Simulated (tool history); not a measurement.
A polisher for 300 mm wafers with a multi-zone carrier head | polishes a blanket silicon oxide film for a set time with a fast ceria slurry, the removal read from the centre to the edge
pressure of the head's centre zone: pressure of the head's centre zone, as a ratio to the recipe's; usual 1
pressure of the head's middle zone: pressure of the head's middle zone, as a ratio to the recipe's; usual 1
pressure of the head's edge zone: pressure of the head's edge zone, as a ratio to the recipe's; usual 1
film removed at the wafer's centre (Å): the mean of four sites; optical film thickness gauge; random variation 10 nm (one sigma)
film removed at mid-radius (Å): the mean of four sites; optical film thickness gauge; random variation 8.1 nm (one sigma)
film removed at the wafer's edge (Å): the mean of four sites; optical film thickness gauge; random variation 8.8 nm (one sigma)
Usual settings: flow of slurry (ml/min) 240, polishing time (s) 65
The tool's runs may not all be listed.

| run | day | flow of slurry (ml/min) | pressure of the head's centre zone | pressure of the head's middle zone | pressure of the head's edge zone | polishing time (s) | incoming thickness of the incoming film, nm | film removed at the wafer's centre (Å) | film removed at mid-radius (Å) | film removed at the wafer's edge (Å) |
|---|---|---|---|---|---|---|---|---|---|---|
| 1 | 0 | 240 | 1 | 1.09 | 1 | 65 | 2747.9 | 7543 | 8266 | 7377 |
| 2 | 3.171 | 210 | 1 | 1 | 1 | 65 | 2794.4 | 7416 | 7418 | 7264 |
| 3 | 5.483 | 240 | 1 | 0.94 | 1 | 65 | 2844.4 | 7406 | 7083 | 7214 |
| 4 | 13.054 | 160 | 1 | 1 | 1 | 84 | 2803.4 | 9013 | 8880 | 8979 |
| 5 | 15.371 | 240 | 0.96 | 1 | 1 | 65 | 2830.9 | 7101 | 7200 | 6975 |
| 6 | 17.025 | 275 | 1 | 1 | 1 | 65 | 2815 | 7548 | 7351 | 6987 |
|  | 18.021 | worn pad replaced by a new one |
| 7 | 20.175 | 240 | 1 | 1 | 1.11 | 65 | 2829.5 | 8616 | 8176 | 8216 |
| 8 | 22.804 | 240 | 1 | 0.96 | 1 | 65 | 2808.8 | 8574 | 7904 | 7946 |
| 9 | 24.675 | 195 | 1 | 1 | 0.96 | 65 | 2830.2 | 8444 | 7873 | 7778 |
|  | 25.429 | slurry nozzle cleaned |
| 10 | 28.904 | 240 | 1 | 1 | 1 | 65 | 2819.2 | 8600 | 7849 | 7767 |
|  | 31.029 | carrier head's membrane replaced by a new one |
| 11 | 31.088 | 240 | 1 | 1 | 0.95 | 65 | 2749.9 | 8747 | 7809 | 7519 |
|  | 31.867 | edge zone pressure recalibrated |
| 12 | 34.075 | 240 | 1.05 | 1 | 1.1 | 45 | 2791 | 6167 | 5320 | 5429 |
|  | 35.104 | centre zone pressure recalibrated |
| 13 | 39.046 | 240 | 1 | 1 | 1.07 | 51 | 2757.3 | 5753 | 5981 | 5913 |
| 14 | 41.892 | 240 | 1 | 1 | 1 | 65 | 2770.1 | 7220 | 7369 | 7306 |

Run 15 comes next. What will it give?
| 15 | 45.321 | 240 | 1 | 1 | 0.93 | 72 | 2804.4 | ? | ? | ? |

film removed at the wafer's centre (Å): 8048
film removed at mid-radius (Å): 8262
film removed at the wafer's edge (Å): 7750
Without the tool's hidden state the same run would have given film removed at the wafer's centre (Å) 9150, film removed at mid-radius (Å) 9305, film removed at the wafer's edge (Å) 8728.
